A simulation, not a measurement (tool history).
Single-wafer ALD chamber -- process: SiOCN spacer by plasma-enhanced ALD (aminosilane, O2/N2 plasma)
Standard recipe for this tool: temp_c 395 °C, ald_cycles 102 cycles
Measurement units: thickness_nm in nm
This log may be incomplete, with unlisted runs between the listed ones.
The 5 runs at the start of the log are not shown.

run    hour  temp_c  ald_cycles  wafers since the last listed run  hours since the last thermocouple change  hours since the gauge calibration  read-back reference wafer on the same gauge, thickness_nm  thickness_nm
  6   602.5     395         102                               329                                     543.7                             2113.0                                                      5.722         6.291
  7   695.8     395         102                               289                                     637.0                             2206.3                                                      5.719         6.278
  8   757.8     395         102                               192                                     699.0                             2268.3                                                      5.718         6.283
  9   821.0     395         102                               196                                     762.2                             2331.5                                                      5.721         6.302
      882.3  -- thermocouple changed; heater temperature recalibrated
 10   923.3     395         102                               292                                      41.0                             2433.8                                                      5.717         6.269
 11  1019.2     395         102                               297                                     136.9                             2529.7                                                      5.722         6.280
 12  1070.8     395         102                               160                                     188.5                             2581.3                                                      5.716         6.283
 13  1140.9     395         102                               217                                     258.6                             2651.4                                                      5.721         6.273
 14  1236.5     395         102                               296                                     354.2                             2747.0                                                      5.712         6.279
 15  1327.0     395         102                               281                                     444.7                             2837.5                                                      5.712         6.303
 16  1417.0     395         102                               279                                     534.7                             2927.5                                                      5.724         6.259
 17  1466.0     395         102                               152                                     583.7                             2976.5                                                      5.719         6.285
 18  1544.6     384         102                               244                                     662.3                             3055.1                                                      5.722         6.268
 19  1624.6     395         102                               248                                     742.3                             3135.1                                                      5.721         6.275
 20  1665.0     395         102                               125                                     782.7                             3175.5                                                      5.716         6.294
     1671.6  -- gauge calibrated
     1704.6  -- thermocouple changed; heater temperature recalibrated
 21  1753.4     395         102                               249                                      48.8                               81.8                                                      5.722         6.300
 22  1802.3     395         102                               151                                      97.7                              130.7                                                      5.721         6.273
 23  1873.5     395         102                               221                                     168.9                              201.9                                                      5.719         6.284
 24  1981.3     395          94                               334                                     276.7                              309.7                                                      5.720         5.811
 25  2085.5     395         102                               323                                     380.9                              413.9                                                      5.720         6.289
 26  2159.2     402         102                               228                                     454.6                              487.6                                                      5.718         6.216
 27  2216.3     389          97                               177                                     511.7                              544.7                                                      5.716         5.978
 28  2293.5     395         113                               239                                     588.9                              621.9                                                      5.719         6.992
 29  2377.1     408         109                               259                                     672.5                              705.5                                                      5.717         6.516
 30  2423.5     384         118                               144                                     718.9                              751.9                                                      5.718         7.254

Run 31 is up next; what results do you expect?
 31  2513.9     388          93                               280                                     809.3                              842.3                                                          ?             ?

read-back reference wafer on the same gauge, thickness_nm: 5.718
thickness_nm: 5.730 nm
With no hidden state in the tool, this same run would have given thickness_nm 5.730 nm.
